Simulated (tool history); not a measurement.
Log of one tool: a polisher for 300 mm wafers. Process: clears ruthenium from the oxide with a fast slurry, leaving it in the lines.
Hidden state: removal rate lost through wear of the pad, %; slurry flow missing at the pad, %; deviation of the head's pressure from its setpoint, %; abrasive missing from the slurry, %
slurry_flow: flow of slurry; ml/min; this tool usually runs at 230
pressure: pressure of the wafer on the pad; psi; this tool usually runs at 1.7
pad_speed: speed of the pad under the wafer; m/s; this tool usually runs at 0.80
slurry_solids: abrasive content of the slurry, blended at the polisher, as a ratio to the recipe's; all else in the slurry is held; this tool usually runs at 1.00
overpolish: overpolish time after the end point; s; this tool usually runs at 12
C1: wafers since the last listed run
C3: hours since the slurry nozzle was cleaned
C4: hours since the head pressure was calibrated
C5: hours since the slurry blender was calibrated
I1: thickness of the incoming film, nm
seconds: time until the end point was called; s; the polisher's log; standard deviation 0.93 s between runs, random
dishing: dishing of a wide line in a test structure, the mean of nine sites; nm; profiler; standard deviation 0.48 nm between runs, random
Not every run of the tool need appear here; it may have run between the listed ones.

Run 1, hour 0.0: usual settings but slurry_flow 190 ml/min, pressure 1.3 psi; C1 0; wafers polished on this pad 1178; C3 531.5; C4 39.6; C5 204.5; I1 216.1. Result: seconds 124.4 s, dishing 18.7 nm.
At hour 23.2: worn pad replaced by a new one.
Run 2, hour 105.1: usual settings; C1 657; wafers polished on this pad 532; C3 636.6; C4 144.7; C5 309.6; I1 215.4. Result: seconds 93.5 s, dishing 23.4 nm.
At hour 126.7: slurry nozzle cleaned.
Run 3, hour 137.4: usual settings; C1 203; wafers polished on this pad 736; C3 10.7; C4 177.0; C5 341.9; I1 218.5. Result: seconds 94.3 s, dishing 23.6 nm.
At hour 161.2: slurry blender recalibrated.
Run 4, hour 161.7: usual settings but pressure 1.4 psi; C1 145; wafers polished on this pad 881; C3 35.0; C4 201.3; C5 0.5; I1 214.2. Result: seconds 109.4 s, dishing 20.9 nm.
Run 5, hour 182.4: usual settings but pressure 1.4 psi; C1 134; wafers polished on this pad 1015; C3 55.7; C4 222.0; C5 21.2; I1 215.1. Result: seconds 110.5 s, dishing 21.1 nm.
Run 6, hour 213.1: usual settings but pressure 1.4 psi; C1 199; wafers polished on this pad 1215; C3 86.4; C4 252.7; C5 51.9; I1 217.4. Result: seconds 111.2 s, dishing 20.3 nm.
Run 7, hour 232.3: usual settings but slurry_solids 1.10; C1 124; wafers polished on this pad 1340; C3 105.6; C4 271.9; C5 71.1; I1 215.5. Result: seconds 87.2 s, dishing 24.9 nm.
Run 8, hour 263.5: usual settings but overpolish 10 s; C1 202; wafers polished on this pad 1543; C3 136.8; C4 303.1; C5 102.3; I1 212.2. Result: seconds 91.1 s, dishing 20.7 nm.
At hour 282.4: worn pad replaced by a new one.
Run 9, hour 288.5: usual settings but overpolish 10 s; C1 136; wafers polished on this pad 39; C3 161.8; C4 328.1; C5 127.3; I1 214.7. Result: seconds 93.0 s, dishing 20.2 nm.
Run 10, hour 322.5: usual settings but overpolish 10 s; C1 221; wafers polished on this pad 260; C3 195.8; C4 362.1; C5 161.3; I1 214.5. Result: seconds 89.7 s, dishing 20.7 nm.
Run 11, hour 356.3: usual settings but slurry_solids 0.80; C1 219; wafers polished on this pad 480; C3 229.6; C4 395.9; C5 195.1; I1 213.7. Result: seconds 103.7 s, dishing 21.0 nm.
Run 12, hour 390.4: usual settings but pad_speed 0.92 m/s; C1 221; wafers polished on this pad 702; C3 263.7; C4 430.0; C5 229.2; I1 214.1. Result: seconds 80.5 s, dishing 26.3 nm.
Run 13, hour 423.3: usual settings but slurry_flow 180 ml/min, slurry_solids 0.70, overpolish 6 s; C1 213; wafers polished on this pad 916; C3 296.6; C4 462.9; C5 262.1; I1 213.6. Result: seconds 116.0 s, dishing 10.3 nm.
Run 14, hour 439.2: usual settings but slurry_flow 185 ml/min, pad_speed 1.00 m/s, slurry_solids 0.85, overpolish 16 s; C1 103; wafers polished on this pad 1019; C3 312.5; C4 478.8; C5 278.0; I1 217.7. Result: seconds 84.4 s, dishing 32.4 nm.
Run 15, hour 466.6: usual settings but slurry_flow 260 ml/min, pressure 2.3 psi, slurry_solids 1.10; C1 178; wafers polished on this pad 1197; C3 339.9; C4 506.2; C5 305.4; I1 212.6. Result: seconds 62.5 s, dishing 32.4 nm.
At hour 478.0: worn pad replaced by a new one.
Run 16, hour 488.2: usual settings but pad_speed 1.04 m/s; C1 114; wafers polished on this pad 66; C3 361.5; C4 527.8; C5 327.0; I1 215.3. Result: seconds 72.1 s, dishing 28.3 nm.
Run 17, hour 515.3: usual settings but slurry_flow 185 ml/min, pad_speed 0.66 m/s, slurry_solids 1.20, overpolish 19 s; C1 176; wafers polished on this pad 242; C3 388.6; C4 554.9; C5 354.1; I1 213.7. Result: seconds 95.9 s, dishing 32.9 nm.
Run 18, hour 532.4: usual settings but pad_speed 0.54 m/s; C1 111; wafers polished on this pad 353; C3 405.7; C4 572.0; C5 371.2; I1 212.8. Result: seconds 117.0 s, dishing 19.3 nm.
Run 19, hour 558.0: usual settings; C1 166; wafers polished on this pad 520; C3 431.3; C4 597.6; C5 396.8; I1 213.5. Result: seconds 91.0 s, dishing 24.1 nm.
At hour 573.0: slurry blender recalibrated.
Run 20, hour 583.5: usual settings; C1 152; wafers polished on this pad 673; C3 456.8; C4 623.1; C5 10.5; I1 212.6. Result: seconds 89.5 s, dishing 25.0 nm.
At hour 597.0: head pressure recalibrated.
Run 21, hour 664.0: usual settings but slurry_flow 180 ml/min, pressure 1.4 psi, pad_speed 0.58 m/s, overpolish 8 s; C1 510; wafers polished on this pad 1183; C3 537.3; C4 67.0; C5 91.0; I1 213.3. Result: seconds 139.7 s, dishing 11.0 nm.
Run 22, hour 694.2: usual settings but slurry_flow 175 ml/min, pressure 1.1 psi, slurry_solids 1.25, overpolish 8 s; C1 196; wafers polished on this pad 1380; C3 567.5; C4 97.2; C5 121.2; I1 218.1. Result: seconds 130.3 s, dishing 12.2 nm.
At hour 709.5: worn pad replaced by a new one.
Run 23, hour 723.4: usual settings but pad_speed 1.04 m/s; C1 163; wafers polished on this pad 90; C3 596.7; C4 126.4; C5 150.4; I1 214.0. Result: seconds 75.7 s, dishing 27.7 nm.
Run 24, hour 742.7: usual settings but slurry_solids 1.25; C1 125; wafers polished on this pad 216; C3 616.0; C4 145.7; C5 169.7; I1 217.8. Result: seconds 84.0 s, dishing 25.1 nm.
Run 25, hour 775.4: usual settings; C1 212; wafers polished on this pad 428; C3 648.7; C4 178.4; C5 202.4; I1 217.2. Result: seconds 92.6 s, dishing 24.0 nm.
Run 26, hour 803.3: usual settings; C1 181; wafers polished on this pad 610; C3 676.6; C4 206.3; C5 230.3; I1 214.5. Result: seconds 90.7 s, dishing 23.4 nm.
Run 27, hour 819.2: usual settings; C1 103; wafers polished on this pad 713; C3 692.5; C4 222.2; C5 246.2; I1 212.9. Result: seconds 90.7 s, dishing 24.1 nm.
Run 28, hour 833.2: usual settings but pad_speed 0.94 m/s; C1 91; wafers polished on this pad 804; C3 706.5; C4 236.2; C5 260.2; I1 211.8. Result: seconds 78.7 s, dishing 26.4 nm.
Run 29, hour 902.1: usual settings; C1 448; wafers polished on this pad 1252; C3 775.4; C4 305.1; C5 329.1; I1 213.7. Result: seconds 90.4 s, dishing 23.6 nm.

Here are 3 independent what-if runs from the current tool condition. What would each one return?
Run A, hour 902.6: usual settings; C1 3; wafers polished on this pad 1256; C3 775.9; C4 305.6; C5 329.6; I1 216.0. Result: seconds ?, dishing ?.
Run B, hour 902.6: usual settings but pad_speed 1.00 m/s, slurry_solids 0.70; C1 3; wafers polished on this pad 1256; C3 775.9; C4 305.6; C5 329.6; I1 216.0. Result: seconds ?, dishing ?.
Run C, hour 902.6: usual settings but pressure 1.2 psi; C1 3; wafers polished on this pad 1256; C3 775.9; C4 305.6; C5 329.6; I1 216.0. Result: seconds ?, dishing ?.

run  seconds  dishing
  A     92.9     24.2
  B     98.6     23.0
  C    128.0     18.3
With no hidden state in the tool, these same runs would have given:
run  seconds  dishing
  A     97.7     23.1
  B    103.7     22.0
  C    134.6     17.5
